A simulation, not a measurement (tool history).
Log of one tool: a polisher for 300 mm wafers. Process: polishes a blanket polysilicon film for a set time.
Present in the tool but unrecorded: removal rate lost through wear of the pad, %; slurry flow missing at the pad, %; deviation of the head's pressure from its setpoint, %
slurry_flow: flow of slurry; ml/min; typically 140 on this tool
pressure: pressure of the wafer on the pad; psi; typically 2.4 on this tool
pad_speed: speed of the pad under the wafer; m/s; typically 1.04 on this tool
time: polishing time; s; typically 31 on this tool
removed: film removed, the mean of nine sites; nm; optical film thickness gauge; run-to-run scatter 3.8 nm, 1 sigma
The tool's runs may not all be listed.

| run | day | slurry_flow | pressure | pad_speed | time | wafers since the last listed run | wafers polished on this pad | hours since the slurry nozzle was cleaned | hours since the head pressure was calibrated | incoming thickness of the incoming film, nm | removed |
|---|---|---|---|---|---|---|---|---|---|---|---|
| 1 | 0 | 140 | 2.4 | 1.04 | 33 | 0 | 4366 | 625.4 | 1331.7 | 2250.2 | 259.2 |
| 2 | 2.967 | 140 | 2.4 | 1.04 | 33 | 971 | 5338 | 696.6 | 1402.9 | 2193.9 | 257.4 |
|  | 6.658 | slurry nozzle cleaned |
| 3 | 7.367 | 140 | 2.4 | 1.04 | 31 | 1427 | 6765 | 17 | 1508.5 | 2194.5 | 258 |
| 4 | 9.833 | 140 | 2.1 | 1.04 | 31 | 807 | 7573 | 76.2 | 1567.7 | 2229.7 | 235.2 |
|  | 10.488 | head pressure recalibrated |
| 5 | 12.338 | 140 | 2.4 | 1.04 | 31 | 792 | 8365 | 136.3 | 44.4 | 2187.8 | 263.8 |
|  | 14.512 | worn pad replaced by a new one |
| 6 | 16.154 | 140 | 2.4 | 1.32 | 37 | 1195 | 537 | 227.9 | 136 | 2245 | 364.2 |
| 7 | 17.779 | 140 | 2.6 | 1.04 | 31 | 532 | 1070 | 266.9 | 175 | 2231.4 | 274.6 |
| 8 | 28.825 | 140 | 2.4 | 1.04 | 31 | 3617 | 4687 | 532 | 440.1 | 2229.6 | 247.2 |
| 9 | 30.954 | 140 | 2.4 | 1.04 | 31 | 697 | 5384 | 583.1 | 491.2 | 2198.5 | 249.5 |
| 10 | 34.775 | 140 | 2.4 | 1.04 | 31 | 1251 | 6635 | 674.8 | 582.9 | 2228.7 | 245.7 |
| 11 | 39.262 | 140 | 2.4 | 1.04 | 31 | 1469 | 8105 | 782.5 | 690.6 | 2194.9 | 236.6 |
|  | 41.054 | slurry nozzle cleaned |
| 12 | 42.471 | 140 | 2.4 | 1.04 | 31 | 1036 | 9142 | 34 | 767.6 | 2226.2 | 259.7 |
| 13 | 45.058 | 140 | 2.4 | 1.04 | 31 | 847 | 9989 | 96.1 | 829.7 | 2213.2 | 256.3 |
|  | 49.675 | worn pad replaced by a new one |
| 14 | 50.304 | 140 | 2.9 | 1.04 | 35 | 1663 | 206 | 222 | 955.6 | 2242.8 | 356.4 |
| 15 | 52.512 | 140 | 2.7 | 0.92 | 40 | 723 | 929 | 275 | 1008.6 | 2218.1 | 336.5 |
| 16 | 54.146 | 140 | 2.4 | 1.04 | 31 | 534 | 1464 | 314.2 | 1047.8 | 2217.3 | 256.2 |
| 17 | 55.7 | 140 | 2.4 | 1.18 | 31 | 508 | 1973 | 351.5 | 1085.1 | 2238.9 | 274.9 |
| 18 | 58.133 | 140 | 2.4 | 0.76 | 31 | 796 | 2769 | 409.9 | 1143.5 | 2176.2 | 185.7 |
| 19 | 60.404 | 100 | 2.4 | 1.28 | 37 | 743 | 3513 | 464.4 | 1198 | 2223.5 | 335.1 |
|  | 62.921 | head pressure recalibrated |
| 20 | 63.342 | 140 | 2.4 | 1.04 | 31 | 934 | 4448 | 534.9 | 10.1 | 2193 | 252.7 |
| 21 | 66.742 | 160 | 1.7 | 1.4 | 38 | 1113 | 5561 | 616.5 | 91.7 | 2221.9 | 288.9 |
|  | 73.454 | slurry nozzle cleaned |
| 22 | 78.358 | 140 | 2.4 | 1.04 | 31 | 3790 | 9352 | 117.7 | 370.5 | 2228.5 | 259 |
| 23 | 81.733 | 125 | 2.4 | 1.04 | 31 | 1105 | 10457 | 198.7 | 451.5 | 2228.7 | 256.6 |
|  | 82.054 | worn pad replaced by a new one |
| 24 | 83.471 | 115 | 3 | 1.18 | 22 | 514 | 464 | 240.4 | 493.2 | 2210.2 | 241.3 |
| 25 | 85.588 | 140 | 2.4 | 1.04 | 31 | 693 | 1157 | 291.2 | 544 | 2219.6 | 256.6 |
| 26 | 87.696 | 140 | 1.8 | 1.04 | 31 | 690 | 1848 | 341.8 | 594.6 | 2203.8 | 187.9 |
| 27 | 89.3 | 185 | 2.4 | 1.28 | 38 | 525 | 2373 | 380.3 | 633.1 | 2175.5 | 392.9 |
| 28 | 92.779 | 140 | 3.1 | 1.04 | 31 | 1139 | 3512 | 463.8 | 716.6 | 2226.4 | 326 |
| 29 | 94.396 | 120 | 2.9 | 0.7 | 27 | 529 | 4042 | 502.6 | 755.4 | 2247.7 | 178.4 |
| 30 | 96.208 | 140 | 2 | 1.2 | 31 | 593 | 4635 | 546.1 | 798.9 | 2214.4 | 240.6 |
| 31 | 99.629 | 140 | 2.4 | 1.32 | 31 | 1120 | 5755 | 628.2 | 881 | 2221.8 | 304.6 |
| 32 | 101.683 | 140 | 2.4 | 0.94 | 25 | 672 | 6428 | 677.5 | 930.3 | 2222.2 | 184.2 |
| 33 | 104.821 | 120 | 2.4 | 1.04 | 31 | 1027 | 7455 | 752.8 | 1005.6 | 2229.2 | 235.9 |
| 34 | 106.712 | 140 | 3.1 | 1.04 | 36 | 619 | 8075 | 798.2 | 1051 | 2262.7 | 358.9 |
|  | 109.008 | worn pad replaced by a new one |
| 35 | 109.408 | 140 | 1.9 | 0.82 | 27 | 828 | 131 | 862.9 | 1115.7 | 2218.7 | 133.9 |
| 36 | 113.896 | 140 | 2 | 1.04 | 31 | 1469 | 1600 | 970.6 | 1223.4 | 2262.8 | 197.1 |
|  | 115.021 | slurry nozzle cleaned |
| 37 | 121.188 | 140 | 3 | 0.88 | 31 | 2374 | 3975 | 148 | 1398.4 | 2211.3 | 274.2 |

Selected run-to-run steps in removed, each split into two signed amounts: the part the tool would show with no hidden state at all (from settings, incoming material and random variation), and the remainder, which goes to the hidden state together with any gauge scatter not common to the measured and the hidden-state-free results:
Run 2 -> 3: time 33 -> 31, slurry nozzle cleaned. removed +0.6 nm: hidden state +23.4, all else -22.8.
Run 11 -> 12: slurry nozzle cleaned. removed +23.1 nm: hidden state +21.9, all else +1.2.
Run 18 -> 19: slurry_flow 140 -> 100, pad_speed 0.76 -> 1.28, time 31 -> 37. removed +149.4 nm: hidden state -12.5, all else +161.9.
Run 26 -> 27: slurry_flow 140 -> 185, pressure 1.8 -> 2.4, pad_speed 1.04 -> 1.28, time 31 -> 38. removed +205 nm: hidden state -5.4, all else +210.4.
Run 34 -> 35: pressure 3.1 -> 1.9, pad_speed 1.04 -> 0.82, time 36 -> 27, worn pad replaced by a new one. removed -225 nm: hidden state +19.3, all else -244.3.
